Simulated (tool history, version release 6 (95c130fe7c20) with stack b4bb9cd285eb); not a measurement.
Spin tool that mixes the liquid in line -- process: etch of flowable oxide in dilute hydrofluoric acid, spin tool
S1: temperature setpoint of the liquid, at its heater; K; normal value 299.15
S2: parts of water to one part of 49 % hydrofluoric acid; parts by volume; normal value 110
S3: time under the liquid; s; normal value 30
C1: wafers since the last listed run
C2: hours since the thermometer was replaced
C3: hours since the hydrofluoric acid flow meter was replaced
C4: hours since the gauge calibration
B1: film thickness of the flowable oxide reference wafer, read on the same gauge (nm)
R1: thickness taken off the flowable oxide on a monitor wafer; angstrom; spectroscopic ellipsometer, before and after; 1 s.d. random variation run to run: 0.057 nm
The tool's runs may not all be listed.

Run 1, hour 0: usual settings; C1 0; C2 544.5; C3 752.2; C4 1151.9; B1 40.63. Result: R1 159.5 angstrom.
Run 2, hour 55.4: usual settings; C1 987; C2 599.9; C3 807.6; C4 1207.3; B1 40.7. Result: R1 159 angstrom.
Run 3, hour 87.5: usual settings; C1 572; C2 632; C3 839.7; C4 1239.4; B1 40.75. Result: R1 158.3 angstrom.
Run 4, hour 136: usual settings; C1 864; C2 680.5; C3 888.2; C4 1287.9; B1 40.78. Result: R1 160.4 angstrom.
At hour 161.6: hydrofluoric acid flow meter replaced.
Run 5, hour 183.1: usual settings; C1 821; C2 727.6; C3 21.5; C4 1335; B1 40.86. Result: R1 160.7 angstrom.
Run 6, hour 214.5: usual settings but S3 20 s; C1 559; C2 759; C3 52.9; C4 1366.4; B1 40.87. Result: R1 106.6 angstrom.
Run 7, hour 275.4: usual settings but S3 20 s; C1 1085; C2 819.9; C3 113.8; C4 1427.3; B1 40.94. Result: R1 107.3 angstrom.
Run 8, hour 308.8: usual settings but S3 20 s; C1 595; C2 853.3; C3 147.2; C4 1460.7; B1 41.01. Result: R1 107.6 angstrom.
Run 9, hour 364.6: usual settings; C1 994; C2 909.1; C3 203; C4 1516.5; B1 41.05. Result: R1 160.1 angstrom.
Run 10, hour 434.2: usual settings; C1 1240; C2 978.7; C3 272.6; C4 1586.1; B1 41.18. Result: R1 160.5 angstrom.
Run 11, hour 479.6: usual settings; C1 809; C2 1024.1; C3 318; C4 1631.5; B1 41.25. Result: R1 161.3 angstrom.
At hour 518.5: thermometer replaced.
At hour 558.2: gauge calibrated.
Run 12, hour 692.3: usual settings but S2 95 parts by volume; C1 3772; C2 173.8; C3 530.7; C4 134.1; B1 39.8. Result: R1 184.4 angstrom.
Run 13, hour 754.9: usual settings but S2 95 parts by volume; C1 1115; C2 236.4; C3 593.3; C4 196.7; B1 39.79. Result: R1 182.2 angstrom.
Run 14, hour 817.9: usual settings but S3 45 s; C1 1122; C2 299.4; C3 656.3; C4 259.7; B1 39.82. Result: R1 235.8 angstrom.
Run 15, hour 873.6: usual settings but S1 302.15 K, S2 70 parts by volume, S3 15 s; C1 992; C2 355.1; C3 712; C4 315.4; B1 39.81. Result: R1 145.7 angstrom.

Predict the results of run 16:
Run 16, hour 909.9: usual settings; C1 646; C2 391.4; C3 748.3; C4 351.7; B1 ?. Result: R1 ?.

Run 16 produced B1 39.83, R1 156.2 angstrom.
The same run, on a tool lacking any hidden state, would have yielded R1 156.9 angstrom.
